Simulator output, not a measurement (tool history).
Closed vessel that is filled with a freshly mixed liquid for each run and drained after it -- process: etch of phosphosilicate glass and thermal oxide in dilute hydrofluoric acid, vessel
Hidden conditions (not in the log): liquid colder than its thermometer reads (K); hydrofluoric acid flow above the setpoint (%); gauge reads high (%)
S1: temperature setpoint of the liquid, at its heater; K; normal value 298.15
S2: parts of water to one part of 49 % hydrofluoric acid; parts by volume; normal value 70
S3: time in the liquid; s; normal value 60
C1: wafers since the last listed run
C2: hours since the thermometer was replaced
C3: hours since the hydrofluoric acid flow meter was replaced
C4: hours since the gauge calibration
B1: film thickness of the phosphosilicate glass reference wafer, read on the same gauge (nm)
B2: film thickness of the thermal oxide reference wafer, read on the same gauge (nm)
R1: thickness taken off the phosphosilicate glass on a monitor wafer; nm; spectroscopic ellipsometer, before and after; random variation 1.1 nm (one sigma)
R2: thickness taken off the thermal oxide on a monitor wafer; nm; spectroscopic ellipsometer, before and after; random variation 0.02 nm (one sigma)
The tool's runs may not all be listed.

run	day	S1	S2	S3	C1	C2	C3	C4	B1	B2	R1	R2
1	0	298.15	70	60	0	450.9	1789.2	149.5	40.02	49.969	152.24	4.112
# day 0.342: gauge calibrated
2	0.404	298.15	70	60	1336	460.6	1798.9	1.5	39.98	49.989	153.78	4.11
3	0.729	298.15	70	60	1074	468.4	1806.7	9.3	39.97	49.999	151.18	4.07
4	1.458	298.15	70	60	2410	485.9	1824.2	26.8	40.02	49.995	155.19	4.09
5	1.975	298.15	70	60	1708	498.3	1836.6	39.2	40.04	50.023	153.05	4.119
6	2.642	298.15	70	60	2203	514.3	1852.6	55.2	40.02	49.959	150.65	4.064
# day 3.3: thermometer replaced
7	3.758	298.15	70	60	3553	11	1879.4	82	39.99	49.971	163.4	4.421
8	4.379	298.15	70	60	2052	25.9	1894.3	96.9	39.98	49.964	165.9	4.371
# day 4.792: hydrofluoric acid flow meter replaced
9	4.917	298.15	50	60	1639	38.8	3	109.8	39.97	49.975	235.71	6.299
# day 5.471: gauge calibrated
10	5.592	294.65	70	60	2231	55	19.2	2.9	39.97	50.025	140.46	3.806
11	5.85	301.65	70	30	854	61.2	25.4	9.1	39.97	50.011	94.06	2.527
12	6.133	298.15	70	75	936	68	32.2	15.9	40	49.974	203.45	5.442
13	6.525	298.15	70	60	1294	77.4	41.6	25.3	40.04	50.03	163.27	4.401
14	7.262	298.15	70	45	2438	95.1	59.3	43	40.03	49.985	120.08	3.257
15	7.992	301.15	50	35	2410	112.6	76.8	60.5	40.01	50.004	154.69	4.134
16	8.408	298.15	70	60	1377	122.6	86.8	70.5	39.97	49.972	160.97	4.354

5 ways to go on from here, each from the tool as it stands after run 16. What would each give?
A	8.438	298.15	70	60	96	123.3	87.5	71.2	?	?	?	?
B	8.438	298.15	35	35	96	123.3	87.5	71.2	?	?	?	?
C	8.438	301.65	100	60	96	123.3	87.5	71.2	?	?	?	?
D	8.438	302.65	70	85	96	123.3	87.5	71.2	?	?	?	?
E	8.438	300.65	70	60	96	123.3	87.5	71.2	?	?	?	?

run	B1	B2	R1	R2
A	40.02	49.973	160.21	4.324
B	40.02	49.973	195.83	5.285
C	40.02	49.973	123.7	3.339
D	40.02	49.973	271.3	7.323
E	40.02	49.973	177.06	4.779
Without the tool's unlogged condition, the same runs would have read:
run	R1	R2
A	164.6	4.443
B	201.34	5.434
C	126.9	3.425
D	278.44	7.515
E	181.8	4.907

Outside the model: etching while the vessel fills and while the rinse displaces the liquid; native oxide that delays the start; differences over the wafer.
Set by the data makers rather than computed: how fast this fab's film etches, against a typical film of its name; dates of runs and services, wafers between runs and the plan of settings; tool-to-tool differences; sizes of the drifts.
